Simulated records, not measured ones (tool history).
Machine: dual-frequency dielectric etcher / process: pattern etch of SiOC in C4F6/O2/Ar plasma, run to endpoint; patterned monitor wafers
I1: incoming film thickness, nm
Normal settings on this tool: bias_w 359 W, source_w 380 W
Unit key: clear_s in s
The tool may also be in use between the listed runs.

{"run": 1, "hour": 0.0, "bias_w": 359, "source_w": 380, "I1": 25.19, "clear_s": 10.8}
{"run": 2, "hour": 66.2, "bias_w": 359, "source_w": 380, "I1": 25.47, "clear_s": 11.0}
{"run": 3, "hour": 97.0, "bias_w": 359, "source_w": 380, "I1": 25.35, "clear_s": 10.9}
{"hour": 134.4, "done": "wet clean of the chamber"}
{"run": 4, "hour": 141.8, "bias_w": 428, "source_w": 350, "I1": 25.49, "clear_s": 10.0}
{"run": 5, "hour": 207.2, "bias_w": 359, "source_w": 410, "I1": 25.14, "clear_s": 9.9}
{"run": 6, "hour": 268.9, "bias_w": 290, "source_w": 380, "I1": 25.3, "clear_s": 11.4}
{"run": 7, "hour": 293.4, "bias_w": 290, "source_w": 380, "I1": 25.02, "clear_s": 11.3}
{"run": 8, "hour": 365.3, "bias_w": 290, "source_w": 380, "I1": 25.45, "clear_s": 11.6}
{"run": 9, "hour": 431.8, "bias_w": 389, "source_w": 440, "I1": 25.31, "clear_s": 9.8}
{"run": 10, "hour": 483.0, "bias_w": 359, "source_w": 380, "I1": 25.35, "clear_s": 10.8}
{"run": 11, "hour": 510.5, "bias_w": 359, "source_w": 380, "I1": 25.45, "clear_s": 10.7}
{"run": 12, "hour": 582.3, "bias_w": 359, "source_w": 380, "I1": 25.1, "clear_s": 10.6}
{"hour": 635.5, "done": "source power generator calibrated"}
{"hour": 653.0, "done": "wet clean of the chamber"}
{"run": 13, "hour": 653.5, "bias_w": 359, "source_w": 380, "I1": 25.61, "clear_s": 10.3}
{"run": 14, "hour": 689.5, "bias_w": 332, "source_w": 350, "I1": 25.7, "clear_s": 11.3}
{"run": 15, "hour": 751.1, "bias_w": 332, "source_w": 350, "I1": 25.53, "clear_s": 11.2}
{"run": 16, "hour": 803.8, "bias_w": 332, "source_w": 350, "I1": 25.56, "clear_s": 11.3}
{"run": 17, "hour": 845.8, "bias_w": 392, "source_w": 380, "I1": 25.1, "clear_s": 9.9}
{"run": 18, "hour": 896.5, "bias_w": 446, "source_w": 380, "I1": 25.33, "clear_s": 9.6}
{"hour": 940.1, "done": "bias power generator calibrated"}
{"run": 19, "hour": 962.5, "bias_w": 359, "source_w": 380, "I1": 25.35, "clear_s": 10.7}
{"run": 20, "hour": 1010.5, "bias_w": 270, "source_w": 380, "I1": 25.48, "clear_s": 12.0}
{"run": 21, "hour": 1050.4, "bias_w": 413, "source_w": 310, "I1": 25.14, "clear_s": 10.9}
{"hour": 1085.4, "done": "wet clean of the chamber"}
{"run": 22, "hour": 1093.5, "bias_w": 359, "source_w": 430, "I1": 25.72, "clear_s": 10.0}
{"run": 23, "hour": 1118.4, "bias_w": 359, "source_w": 380, "I1": 25.3, "clear_s": 10.3}
{"run": 24, "hour": 1189.7, "bias_w": 359, "source_w": 380, "I1": 25.43, "clear_s": 10.4}
{"run": 25, "hour": 1258.4, "bias_w": 335, "source_w": 450, "I1": 25.35, "clear_s": 10.0}
{"run": 26, "hour": 1319.1, "bias_w": 416, "source_w": 410, "I1": 25.51, "clear_s": 9.7}
{"run": 27, "hour": 1351.6, "bias_w": 359, "source_w": 380, "I1": 25.51, "clear_s": 10.7}
{"hour": 1389.1, "done": "upper electrode replaced"}
{"run": 28, "hour": 1389.6, "bias_w": 359, "source_w": 460, "I1": 25.48, "clear_s": 9.9}
{"run": 29, "hour": 1499.0, "bias_w": 442, "source_w": 440, "I1": 25.37, "clear_s": 9.4}
{"run": 30, "hour": 1540.9, "bias_w": 359, "source_w": 380, "I1": 25.41, "clear_s": 10.7}
{"hour": 1625.8, "done": "wet clean of the chamber"}
{"run": 31, "hour": 1652.3, "bias_w": 359, "source_w": 440, "I1": 25.36, "clear_s": 9.7}
{"run": 32, "hour": 1705.2, "bias_w": 359, "source_w": 380, "I1": 25.25, "clear_s": 10.4}
{"run": 33, "hour": 1731.5, "bias_w": 426, "source_w": 430, "I1": 25.5, "clear_s": 9.3}
{"run": 34, "hour": 1757.3, "bias_w": 359, "source_w": 380, "I1": 25.5, "clear_s": 10.4}
{"run": 35, "hour": 1821.6, "bias_w": 434, "source_w": 380, "I1": 25.43, "clear_s": 9.7}

Pick out some run-to-run changes in clear_s. Of each, how much would a tool without hidden state show as well, from the settings, what came in and chance, and how much is left for the hidden state and any gauge scatter not in both results compared?
Hidden state present: etch rate over this chamber's usual, %; bias power that arrives over what is set, %; source power that arrives over what is set, %.
Run 3 -> 4: bias_w 359 -> 428, source_w 380 -> 350, wet clean of the chamber. clear_s -0.9 s: hidden state -0.4, all else -0.5.
Run 5 -> 6: bias_w 359 -> 290, source_w 410 -> 380. clear_s +1.5 s: hidden state +0.1, all else +1.4.
Run 8 -> 9: bias_w 290 -> 389, source_w 380 -> 440. clear_s -1.8 s: hidden state +0.1, all else -1.9.
Run 12 -> 13: source power generator calibrated, wet clean of the chamber. clear_s -0.3 s: hidden state -0.5, all else +0.2.
Run 16 -> 17: bias_w 332 -> 392, source_w 350 -> 380. clear_s -1.4 s: hidden state +0.0, all else -1.4.
Run 30 -> 31: source_w 380 -> 440, wet clean of the chamber. clear_s -1.0 s: hidden state -0.5, all else -0.5.

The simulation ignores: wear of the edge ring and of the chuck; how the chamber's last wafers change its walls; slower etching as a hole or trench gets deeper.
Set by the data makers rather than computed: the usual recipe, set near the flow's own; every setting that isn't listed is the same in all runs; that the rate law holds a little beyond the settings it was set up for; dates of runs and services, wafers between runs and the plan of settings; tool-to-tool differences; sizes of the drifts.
